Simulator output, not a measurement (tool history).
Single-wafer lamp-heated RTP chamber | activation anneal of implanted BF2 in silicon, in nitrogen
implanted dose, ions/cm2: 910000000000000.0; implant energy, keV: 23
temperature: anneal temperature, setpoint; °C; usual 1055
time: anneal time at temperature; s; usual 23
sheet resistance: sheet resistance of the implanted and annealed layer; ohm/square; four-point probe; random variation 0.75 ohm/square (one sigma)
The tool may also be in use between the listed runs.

| run | hour | temperature | time | wafers since the last listed run | wafers since the last pyrometer calibration | wafers since the reflector plate was cleaned | hours since the gauge calibration | read-back reference wafer on the same gauge, sheet resistance | sheet resistance |
|---|---|---|---|---|---|---|---|---|---|
| 1 | 0.0 | 1055 | 23 | 0 | 2193 | 5370 | 375.9 | 161.30 | 140.95 |
| 2 | 56.9 | 1055 | 23 | 597 | 2791 | 5968 | 432.8 | 161.54 | 139.40 |
| 3 | 149.3 | 1055 | 23 | 970 | 3761 | 6939 | 525.2 | 161.86 | 139.14 |
| 4 | 215.5 | 1055 | 23 | 695 | 4457 | 7634 | 591.4 | 161.61 | 141.71 |
| 5 | 278.8 | 1055 | 23 | 664 | 5121 | 8299 | 654.7 | 162.29 | 141.07 |
| 6 | 358.8 | 1055 | 23 | 840 | 5962 | 9139 | 734.7 | 162.62 | 141.39 |
|  | 381.5 | pyrometer window cleaned and pyrometer calibrated |
| 7 | 425.1 | 1055 | 23 | 612 | 457 | 9752 | 801.0 | 162.17 | 141.36 |
| 8 | 523.3 | 1039 | 19 | 1031 | 1489 | 10783 | 899.2 | 163.10 | 151.88 |
| 9 | 594.9 | 1046 | 18 | 752 | 2241 | 11535 | 970.8 | 163.26 | 149.46 |
| 10 | 661.9 | 1045 | 9 | 703 | 2945 | 12239 | 1037.8 | 164.16 | 158.85 |
|  | 732.9 | reflector plate cleaned |
| 11 | 755.8 | 1065 | 13 | 902 | 3847 | 240 | 1131.7 | 164.71 | 145.57 |
| 12 | 891.6 | 1055 | 23 | 1426 | 5273 | 1666 | 1267.5 | 165.40 | 143.39 |
|  | 902.5 | gauge calibrated |
|  | 952.5 | pyrometer window cleaned and pyrometer calibrated |
| 13 | 1049.1 | 1070 | 10 | 1570 | 1014 | 3236 | 146.6 | 161.49 | 145.22 |
| 14 | 1095.2 | 1055 | 23 | 484 | 1499 | 3721 | 192.7 | 161.46 | 140.22 |
| 15 | 1199.2 | 1031 | 23 | 1092 | 2591 | 4813 | 296.7 | 161.06 | 151.60 |

Hidden state at the last listed run before each entry between runs and at the first one after, where it differs:
Between runs 6 and 7: pyrometer window cleaned and pyrometer calibrated (hour 381.5)
  gauge reads high (%): 0.897 -> 1.06
  measured less the result without the state, sheet resistance: +1.26 -> +1.48 ohm/square
Between runs 10 and 11: reflector plate cleaned (hour 732.9)
  gauge reads high (%): 1.76 -> 2.09
  measured less the result without the state, sheet resistance: +2.75 -> +2.98 ohm/square
Between runs 12 and 13: gauge calibrated (hour 902.5); pyrometer window cleaned and pyrometer calibrated (hour 952.5)
  gauge reads high (%): 2.62 -> 0.0769
  measured less the result without the state, sheet resistance: +3.66 -> +0.12 ohm/square
